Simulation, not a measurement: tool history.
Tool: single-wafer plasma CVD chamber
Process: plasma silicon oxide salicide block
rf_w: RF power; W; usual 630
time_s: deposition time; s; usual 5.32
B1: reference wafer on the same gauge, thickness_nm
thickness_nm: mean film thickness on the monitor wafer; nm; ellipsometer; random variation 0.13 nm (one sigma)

run 1 day=0.000 | rf_w=630 time_s=5.32 | B1=48.860 | thickness_nm=53.809
run 2 day=3.275 | rf_w=630 time_s=5.32 | B1=48.917 | thickness_nm=53.659
run 3 day=7.208 | rf_w=630 time_s=5.32 | B1=48.944 | thickness_nm=53.912
run 4 day=11.658 | rf_w=630 time_s=5.32 | B1=48.990 | thickness_nm=53.571
run 5 day=14.350 | rf_w=630 time_s=5.32 | B1=49.048 | thickness_nm=53.905
-- day=16.375 RF generator calibrated
run 6 day=16.542 | rf_w=665 time_s=5.32 | B1=49.055 | thickness_nm=54.707
run 7 day=18.971 | rf_w=665 time_s=5.32 | B1=49.061 | thickness_nm=54.715
run 8 day=22.612 | rf_w=665 time_s=5.32 | B1=49.154 | thickness_nm=54.653
run 9 day=28.375 | rf_w=585 time_s=4.66 | B1=49.170 | thickness_nm=46.510
run 10 day=31.212 | rf_w=585 time_s=4.66 | B1=49.205 | thickness_nm=46.389
run 11 day=35.317 | rf_w=585 time_s=4.66 | B1=49.231 | thickness_nm=46.596
run 12 day=39.396 | rf_w=670 time_s=5.01 | B1=49.265 | thickness_nm=51.677
run 13 day=41.917 | rf_w=670 time_s=5.01 | B1=49.248 | thickness_nm=51.852
run 14 day=44.796 | rf_w=670 time_s=5.01 | B1=49.314 | thickness_nm=51.932
run 15 day=48.975 | rf_w=630 time_s=5.32 | B1=49.329 | thickness_nm=54.304
run 16 day=50.708 | rf_w=630 time_s=4.91 | B1=49.343 | thickness_nm=50.073
run 17 day=57.333 | rf_w=730 time_s=4.26 | B1=49.428 | thickness_nm=45.259
run 18 day=59.512 | rf_w=520 time_s=5.85 | B1=49.460 | thickness_nm=56.745
run 19 day=62.008 | rf_w=680 time_s=4.59 | B1=49.492 | thickness_nm=47.969
run 20 day=66.150 | rf_w=630 time_s=5.32 | B1=49.530 | thickness_nm=54.530
run 21 day=69.308 | rf_w=570 time_s=6.12 | B1=49.513 | thickness_nm=61.326
run 22 day=71.388 | rf_w=630 time_s=5.32 | B1=49.580 | thickness_nm=54.741
run 23 day=72.908 | rf_w=695 time_s=4.92 | B1=49.609 | thickness_nm=51.826
-- day=73.096 gauge calibrated
-- day=74.700 showerhead replaced
-- day=75.212 RF generator calibrated
run 24 day=75.775 | rf_w=555 time_s=4.73 | B1=48.326 | thickness_nm=45.666
run 25 day=77.312 | rf_w=740 time_s=5.88 | B1=48.430 | thickness_nm=61.404
run 26 day=81.754 | rf_w=630 time_s=5.32 | B1=48.430 | thickness_nm=53.335
run 27 day=84.975 | rf_w=630 time_s=5.32 | B1=48.465 | thickness_nm=53.316
run 28 day=89.038 | rf_w=680 time_s=4.59 | B1=48.516 | thickness_nm=46.996
run 29 day=91.196 | rf_w=740 time_s=6.12 | B1=48.536 | thickness_nm=64.109
run 30 day=95.500 | rf_w=685 time_s=6.33 | B1=48.499 | thickness_nm=64.943
run 31 day=98.462 | rf_w=670 time_s=5.01 | B1=48.559 | thickness_nm=51.007

5 ways to go on from here, each from the tool as it stands after run 31. What would each give?
run A day=98.479 | rf_w=630 time_s=5.32 | B1=? | thickness_nm=?
run B day=98.479 | rf_w=680 time_s=6.36 | B1=? | thickness_nm=?
run C day=98.479 | rf_w=705 time_s=4.64 | B1=? | thickness_nm=?
run D day=98.479 | rf_w=590 time_s=5.32 | B1=? | thickness_nm=?
run E day=98.479 | rf_w=670 time_s=6.15 | B1=? | thickness_nm=?

run=A B1=48.580 thickness_nm=53.614
run=B B1=48.580 thickness_nm=65.429
run=C B1=48.580 thickness_nm=48.204
run=D B1=48.580 thickness_nm=52.681
run=E B1=48.580 thickness_nm=63.015
Without the tool's hidden state the same runs would have given:
run=A thickness_nm=53.418
run=B thickness_nm=65.189
run=C thickness_nm=48.027
run=D thickness_nm=52.488
run=E thickness_nm=62.785
